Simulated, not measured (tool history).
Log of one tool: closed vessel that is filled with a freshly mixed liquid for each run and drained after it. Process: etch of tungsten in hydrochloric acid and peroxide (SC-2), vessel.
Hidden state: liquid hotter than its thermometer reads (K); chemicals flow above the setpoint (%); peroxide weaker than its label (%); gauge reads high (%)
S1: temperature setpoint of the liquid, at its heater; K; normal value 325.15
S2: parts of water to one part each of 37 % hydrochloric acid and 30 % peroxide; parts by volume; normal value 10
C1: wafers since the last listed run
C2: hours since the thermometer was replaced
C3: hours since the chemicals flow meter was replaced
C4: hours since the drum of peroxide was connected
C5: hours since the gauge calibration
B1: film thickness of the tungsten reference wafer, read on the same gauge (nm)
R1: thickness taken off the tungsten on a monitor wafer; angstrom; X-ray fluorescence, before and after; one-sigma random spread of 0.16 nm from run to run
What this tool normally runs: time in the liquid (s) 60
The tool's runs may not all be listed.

Run 1, hour 0: usual settings but time in the liquid (s) 40; C1 0; C2 870.9; C3 763.7; C4 796.6; C5 268.3; B1 100.02. Result: R1 170.4 angstrom.
Run 2, hour 61.8: usual settings but time in the liquid (s) 40; C1 8606; C2 932.7; C3 825.5; C4 858.4; C5 330.1; B1 99.96. Result: R1 169.6 angstrom.
Run 3, hour 181: usual settings but time in the liquid (s) 40; C1 16599; C2 1051.9; C3 944.7; C4 977.6; C5 449.3; B1 100.03. Result: R1 169 angstrom.
Run 4, hour 220.5: usual settings; C1 5500; C2 1091.4; C3 984.2; C4 1017.1; C5 488.8; B1 99.98. Result: R1 255.3 angstrom.
Run 5, hour 303.6: usual settings; C1 11572; C2 1174.5; C3 1067.3; C4 1100.2; C5 571.9; B1 99.99. Result: R1 256.3 angstrom.
At hour 387.3: thermometer replaced.
Run 6, hour 400.1: usual settings; C1 13299; C2 12.8; C3 1163.8; C4 1196.7; C5 668.4; B1 100. Result: R1 257.4 angstrom.
At hour 440.6: gauge calibrated.
Run 7, hour 461.7: usual settings but S2 13 parts by volume; C1 8578; C2 74.4; C3 1225.4; C4 1258.3; C5 21.1; B1 99.96. Result: R1 204.3 angstrom.
At hour 533.5: new drum of peroxide connected.
Run 8, hour 539.9: usual settings; C1 10750; C2 152.6; C3 1303.6; C4 6.4; C5 99.3; B1 99.99. Result: R1 256.9 angstrom.
At hour 615.8: chemicals flow meter replaced.
Run 9, hour 632.1: usual settings but S1 321.15 K; C1 12700; C2 244.8; C3 16.3; C4 98.6; C5 191.5; B1 99.99. Result: R1 193.7 angstrom.
Run 10, hour 672.8: usual settings; C1 5667; C2 285.5; C3 57; C4 139.3; C5 232.2; B1 99.93. Result: R1 256.3 angstrom.
Run 11, hour 727.7: usual settings but S2 11.5 parts by volume, time in the liquid (s) 40; C1 7645; C2 340.4; C3 111.9; C4 194.2; C5 287.1; B1 100.03. Result: R1 151.2 angstrom.
Run 12, hour 772.8: usual settings but S1 334.15 K, S2 5.5 parts by volume, time in the liquid (s) 80; C1 6280; C2 385.5; C3 157; C4 239.3; C5 332.2; B1 100. Result: R1 975.7 angstrom.
Run 13, hour 859: usual settings but S1 320.65 K, S2 8 parts by volume, time in the liquid (s) 35; C1 12004; C2 471.7; C3 243.2; C4 325.5; C5 418.4; B1 99.94. Result: R1 133.1 angstrom.
Run 14, hour 895.8: usual settings but S1 333.65 K; C1 5124; C2 508.5; C3 280; C4 362.3; C5 455.2; B1 100.03. Result: R1 444.3 angstrom.
Run 15, hour 975.5: usual settings but S2 12 parts by volume; C1 11099; C2 588.2; C3 359.7; C4 442; C5 534.9; B1 100.03. Result: R1 218.6 angstrom.
Run 16, hour 1036.8: usual settings but S1 318.15 K, time in the liquid (s) 45; C1 8536; C2 649.5; C3 421; C4 503.3; C5 596.2; B1 100.05. Result: R1 119.9 angstrom.
At hour 1050.7: gauge calibrated.
Run 17, hour 1128.8: usual settings; C1 12811; C2 741.5; C3 513; C4 595.3; C5 78.1; B1 99.98. Result: R1 254.9 angstrom.

Consider 5 possible next runs. They are alternatives, not a sequence: every one starts from the tool as it was left by run 17. What does each give?
Run A, hour 1129.5: usual settings; C1 97; C2 742.2; C3 513.7; C4 596; C5 78.8; B1 ?. Result: R1 ?.
Run B, hour 1129.5: usual settings but S1 333.15 K, S2 7 parts by volume, time in the liquid (s) 70; C1 97; C2 742.2; C3 513.7; C4 596; C5 78.8; B1 ?. Result: R1 ?.
Run C, hour 1129.5: usual settings but S1 318.15 K, S2 12.5 parts by volume, time in the liquid (s) 75; C1 97; C2 742.2; C3 513.7; C4 596; C5 78.8; B1 ?. Result: R1 ?.
Run D, hour 1129.5: usual settings but S1 322.65 K, S2 6.5 parts by volume, time in the liquid (s) 45; C1 97; C2 742.2; C3 513.7; C4 596; C5 78.8; B1 ?. Result: R1 ?.
Run E, hour 1129.5: usual settings but S1 331.65 K, S2 13 parts by volume; C1 97; C2 742.2; C3 513.7; C4 596; C5 78.8; B1 ?. Result: R1 ?.

run     B1     R1
  A  99.97  255.2
  B  99.97    664
  C  99.97  164.8
  D  99.97  228.9
  E  99.97  310.7
Had the tool no hidden state, the same runs would have come out as:
run     R1
  A  255.2
  B    664
  C  164.8
  D  228.9
  E  310.7

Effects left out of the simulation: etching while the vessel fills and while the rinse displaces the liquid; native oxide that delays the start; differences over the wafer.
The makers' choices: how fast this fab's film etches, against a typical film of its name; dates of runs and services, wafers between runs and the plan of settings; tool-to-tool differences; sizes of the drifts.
